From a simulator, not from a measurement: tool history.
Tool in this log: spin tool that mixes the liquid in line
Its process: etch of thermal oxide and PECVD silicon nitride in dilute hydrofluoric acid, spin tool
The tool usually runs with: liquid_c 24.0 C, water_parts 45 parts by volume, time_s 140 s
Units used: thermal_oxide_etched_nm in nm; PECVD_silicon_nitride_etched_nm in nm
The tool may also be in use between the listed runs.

| run | hour | liquid_c | water_parts | time_s | read-back film thickness of the thermal oxide reference wafer, read on the same gauge (nm) | read-back film thickness of the PECVD silicon nitride reference wafer, read on the same gauge (nm) | thermal_oxide_etched_nm | PECVD_silicon_nitride_etched_nm |
|---|---|---|---|---|---|---|---|---|
| 1 | 0.0 | 24.0 | 45 | 140 | 140.00 | 149.97 | 14.46 | 6.90 |
| 2 | 27.4 | 24.0 | 45 | 140 | 140.01 | 149.98 | 14.61 | 6.94 |
| 3 | 110.5 | 24.0 | 45 | 140 | 139.98 | 150.04 | 14.51 | 6.92 |
| 4 | 133.6 | 24.0 | 45 | 140 | 140.00 | 149.98 | 14.29 | 6.83 |
| 5 | 160.7 | 24.0 | 45 | 140 | 139.99 | 150.01 | 14.45 | 6.77 |
| 6 | 178.2 | 24.0 | 45 | 140 | 139.98 | 149.99 | 14.41 | 6.88 |
| 7 | 199.0 | 24.0 | 45 | 140 | 139.96 | 149.96 | 14.35 | 6.86 |
| 8 | 228.5 | 24.0 | 45 | 140 | 140.01 | 150.00 | 14.35 | 6.80 |
| 9 | 255.1 | 24.0 | 45 | 140 | 140.03 | 150.01 | 14.17 | 6.85 |
| 10 | 286.5 | 24.0 | 45 | 140 | 140.00 | 150.01 | 14.19 | 6.78 |
| 11 | 321.7 | 24.0 | 45 | 140 | 140.03 | 150.01 | 14.13 | 6.86 |
|  | 343.3 | gauge calibrated |
|  | 355.3 | hydrofluoric acid flow meter replaced |
| 12 | 356.2 | 24.0 | 45 | 140 | 140.01 | 150.00 | 16.09 | 7.66 |
| 13 | 379.3 | 25.5 | 65 | 120 | 139.97 | 150.01 | 9.86 | 4.98 |
| 14 | 406.1 | 20.0 | 60 | 100 | 139.99 | 149.96 | 7.12 | 3.15 |
| 15 | 419.6 | 24.0 | 45 | 140 | 140.02 | 149.99 | 16.08 | 7.56 |
| 16 | 442.3 | 24.0 | 45 | 140 | 139.96 | 149.99 | 16.04 | 7.57 |
|  | 532.3 | thermometer replaced |
| 17 | 549.4 | 24.0 | 35 | 205 | 140.00 | 149.99 | 30.26 | 14.09 |
| 18 | 590.0 | 24.0 | 25 | 85 | 140.02 | 150.02 | 17.78 | 8.02 |
| 19 | 617.2 | 24.0 | 45 | 140 | 139.98 | 149.97 | 15.76 | 7.54 |
| 20 | 651.6 | 28.0 | 30 | 115 | 139.98 | 150.02 | 23.58 | 12.00 |
| 21 | 666.1 | 22.5 | 45 | 140 | 139.99 | 149.99 | 14.68 | 6.85 |

Run 22 is up next; what results do you expect?
| 22 | 760.8 | 24.0 | 45 | 140 | ? | ? | ? | ? |

read-back film thickness of the thermal oxide reference wafer, read on the same gauge (nm): 139.98
read-back film thickness of the PECVD silicon nitride reference wafer, read on the same gauge (nm): 150.00
thermal_oxide_etched_nm: 15.76 nm
PECVD_silicon_nitride_etched_nm: 7.43 nm
Take away the tool's hidden state, keep the run-to-run variation as it was, and the same run would have given thermal_oxide_etched_nm 16.27 nm, PECVD_silicon_nitride_etched_nm 7.65 nm.
